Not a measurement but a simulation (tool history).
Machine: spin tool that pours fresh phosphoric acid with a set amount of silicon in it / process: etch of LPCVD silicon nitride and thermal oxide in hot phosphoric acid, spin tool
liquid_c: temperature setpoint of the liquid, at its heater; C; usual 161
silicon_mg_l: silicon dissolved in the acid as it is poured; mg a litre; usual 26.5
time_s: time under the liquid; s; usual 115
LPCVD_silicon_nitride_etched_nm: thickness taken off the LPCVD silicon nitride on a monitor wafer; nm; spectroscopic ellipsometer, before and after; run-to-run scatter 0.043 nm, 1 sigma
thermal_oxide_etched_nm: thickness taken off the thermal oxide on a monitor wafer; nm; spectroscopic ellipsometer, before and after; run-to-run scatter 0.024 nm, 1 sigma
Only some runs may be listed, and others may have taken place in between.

run	day	liquid_c	silicon_mg_l	time_s	read-back film thickness of the LPCVD silicon nitride reference wafer, read on the same gauge (nm)	read-back film thickness of the thermal oxide reference wafer, read on the same gauge (nm)	LPCVD_silicon_nitride_etched_nm	thermal_oxide_etched_nm
1	0	161	39	115	140	30.016	10.57	0.079
2	2.725	161	39	115	140	29.967	10.55	0.099
3	4.246	161	26.5	115	139.98	30.007	10.53	0.21
4	7.158	161	26.5	155	140	29.987	14.24	0.201
5	9.367	161	26.5	155	139.98	30.006	14.22	0.18
6	11.517	161	26.5	155	140	30.007	14.41	0.272
7	13.396	160	26.5	115	139.98	29.987	10.3	0.154
8	15.142	162.5	26.5	115	140.03	29.981	11.27	0.237
9	16.862	162.5	26.5	115	140.03	30.015	11.3	0.191
10	19.338	162.5	26.5	115	140.04	30.012	11.27	0.214
11	21.146	164	26.5	180	140.01	29.984	18.4	0.339
12	22.5	158.5	26.5	80	139.94	29.998	6.93	0.096
# day 23.521: gauge calibrated
13	25.354	159.5	45	115	139.96	30.019	10.32	0.063
14	27.954	159	47	65	140.01	30	5.77	0.032
15	30.85	161	26.5	115	140.05	29.985	10.96	0.205
16	33.388	161	26.5	115	139.96	30.021	10.95	0.188
# day 33.546: thermometer replaced
# day 37.279: dissolved silicon flow meter replaced
# day 37.462: heated supply line repaired
17	41.688	162.5	46.5	140	139.96	30.02	14.68	0.112
# day 42.696: thermometer replaced, repeated, since the last time left the tool worse
18	44.425	161	7	115	139.98	30.019	10.29	0.344
19	46.862	161	26.5	80	139.98	30.01	7.2	0.106
20	52.425	161	26.5	115	140.01	29.999	10.47	0.185
21	54.879	159.5	12	75	139.98	30.01	6.51	0.145

Predict each of these 3 candidate next runs independently; none follows another, all start after run 21:
A	54.896	161	26.5	115	?	?	?	?
B	54.896	162	39	70	?	?	?	?
C	54.896	158	9	175	?	?	?	?

run	read-back film thickness of the LPCVD silicon nitride reference wafer, read on the same gauge (nm)	read-back film thickness of the thermal oxide reference wafer, read on the same gauge (nm)	LPCVD_silicon_nitride_etched_nm	thermal_oxide_etched_nm
A	140	30.002	10.4	0.152
B	140	30.002	6.54	0.056
C	140	30.002	14.31	0.3
Stripped of hidden state, with their random variation kept, the same runs would have yielded:
run	LPCVD_silicon_nitride_etched_nm	thermal_oxide_etched_nm
A	10.21	0.146
B	6.43	0.054
C	14.05	0.288
